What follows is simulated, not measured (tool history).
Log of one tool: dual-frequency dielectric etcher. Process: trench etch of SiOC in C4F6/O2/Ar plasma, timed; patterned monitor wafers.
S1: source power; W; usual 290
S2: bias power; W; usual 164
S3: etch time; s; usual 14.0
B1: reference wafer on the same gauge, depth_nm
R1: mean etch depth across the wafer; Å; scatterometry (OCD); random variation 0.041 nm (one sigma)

run 1 hour=0.0 | S1=290 S2=164 S3=14.0 | B1=22.29 | R1=269.6
run 2 hour=22.4 | S1=260 S2=164 S3=14.0 | B1=22.28 | R1=259.6
run 3 hour=50.1 | S1=260 S2=164 S3=14.0 | B1=22.29 | R1=258.5
run 4 hour=62.2 | S1=290 S2=149 S3=14.0 | B1=22.28 | R1=258.2
run 5 hour=84.0 | S1=290 S2=164 S3=14.0 | B1=22.29 | R1=269.1
run 6 hour=97.8 | S1=290 S2=164 S3=14.0 | B1=22.30 | R1=270.1
run 7 hour=117.0 | S1=290 S2=164 S3=12.0 | B1=22.29 | R1=231.2
run 8 hour=136.8 | S1=290 S2=164 S3=12.0 | B1=22.30 | R1=231.6
run 9 hour=170.4 | S1=290 S2=164 S3=12.0 | B1=22.29 | R1=230.7
run 10 hour=188.8 | S1=290 S2=139 S3=14.0 | B1=22.30 | R1=249.3
run 11 hour=222.5 | S1=290 S2=139 S3=14.0 | B1=22.30 | R1=249.1
run 12 hour=241.3 | S1=290 S2=130 S3=14.0 | B1=22.31 | R1=241.6
-- hour=245.6 gauge calibrated
-- hour=246.7 bias power generator calibrated
-- hour=265.8 wet clean of the chamber
run 13 hour=266.3 | S1=240 S2=127 S3=14.0 | B1=22.29 | R1=223.1
run 14 hour=277.7 | S1=320 S2=147 S3=11.0 | B1=22.30 | R1=210.9
run 15 hour=308.1 | S1=270 S2=128 S3=12.0 | B1=22.31 | R1=200.9
run 16 hour=327.6 | S1=290 S2=202 S3=16.5 | B1=22.28 | R1=350.8
-- hour=357.5 upper electrode replaced
-- hour=371.8 source power generator calibrated
run 17 hour=383.6 | S1=290 S2=164 S3=14.0 | B1=22.31 | R1=270.7
run 18 hour=402.9 | S1=320 S2=177 S3=16.5 | B1=22.31 | R1=343.8
run 19 hour=420.2 | S1=240 S2=164 S3=14.0 | B1=22.30 | R1=251.0
run 20 hour=445.9 | S1=290 S2=164 S3=14.0 | B1=22.30 | R1=270.5
run 21 hour=477.7 | S1=290 S2=164 S3=14.0 | B1=22.28 | R1=270.0
run 22 hour=492.5 | S1=250 S2=135 S3=17.5 | B1=22.29 | R1=292.0

4 ways to go on from here, each from the tool as it stands after run 22. What would each give?
run A hour=492.9 | S1=290 S2=164 S3=14.0 | B1=? | R1=?
run B hour=492.9 | S1=290 S2=191 S3=14.0 | B1=? | R1=?
run C hour=492.9 | S1=230 S2=129 S3=17.5 | B1=? | R1=?
run D hour=492.9 | S1=260 S2=181 S3=13.0 | B1=? | R1=?

run=A B1=22.29 R1=270.2
run=B B1=22.29 R1=289.5
run=C B1=22.29 R1=275.5
run=D B1=22.29 R1=251.6
Without the tool's hidden state the same runs would have given:
run=A R1=271.1
run=B R1=290.5
run=C R1=276.5
run=D R1=252.5
